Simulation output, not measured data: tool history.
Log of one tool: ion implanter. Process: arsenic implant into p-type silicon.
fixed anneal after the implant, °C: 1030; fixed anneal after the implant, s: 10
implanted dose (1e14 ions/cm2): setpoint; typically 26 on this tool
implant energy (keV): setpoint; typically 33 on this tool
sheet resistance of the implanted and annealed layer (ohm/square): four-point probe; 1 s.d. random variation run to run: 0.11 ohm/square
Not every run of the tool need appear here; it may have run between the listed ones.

run,hour,implanted dose (1e14 ions/cm2),implant energy (keV),"read-back reference wafer on the same gauge, sheet resistance",sheet resistance of the implanted and annealed layer (ohm/square)
1,0,26,33,62.71,74.5
2,63.5,26,33,62.7,74.36
3,120.1,26,33,62.73,74.25
4,175.8,26,25,62.65,83.69
5,239.4,26,25,62.7,83.82
# hour 410.8: extraction supply calibrated
6,411.3,26,33,62.65,75.49
7,436.4,26,33,62.68,75.84
8,497.5,26,33,62.68,75.79
9,543.1,26,27,62.69,82.76
10,582.3,26,27,62.72,82.57
# hour 623.4: Faraday cup replaced and dose calibrated
11,651.8,26,27,62.68,82.41
12,678.6,26,36,62.69,72.73
13,703.5,30.3,33,62.7,73.53
# hour 727.6: gauge calibrated
14,763.4,26,33,62.71,75.55
15,793.6,20.82,33,62.66,79.63
16,837.4,26,33,62.72,75.61
17,901.4,29.81,29,62.67,78.04
18,930.6,22.33,33,62.7,78.32
19,978.7,26,37.5,62.71,71.28
20,1022.7,26,33,62.69,75.61
21,1068.2,20.69,40,62.7,73.9
22,1130.6,32.36,36.5,62.71,69.14

Here are 5 independent what-if runs from the current tool condition. What would each one return?
A,1131,18.72,33,?,?
B,1131,19.72,33,?,?
C,1131,22.07,26,?,?
D,1131,31.93,29.5,?,?
E,1131,19.85,44.5,?,?

run,"read-back reference wafer on the same gauge, sheet resistance",sheet resistance of the implanted and annealed layer (ohm/square)
A,62.71,82.16
B,62.71,80.88
C,62.71,86.38
D,62.71,76.79
E,62.71,72.02
Without the tool's unlogged condition, the same runs would have read:
run,sheet resistance of the implanted and annealed layer (ohm/square)
A,82.23
B,80.95
C,86.46
D,76.86
E,72.08

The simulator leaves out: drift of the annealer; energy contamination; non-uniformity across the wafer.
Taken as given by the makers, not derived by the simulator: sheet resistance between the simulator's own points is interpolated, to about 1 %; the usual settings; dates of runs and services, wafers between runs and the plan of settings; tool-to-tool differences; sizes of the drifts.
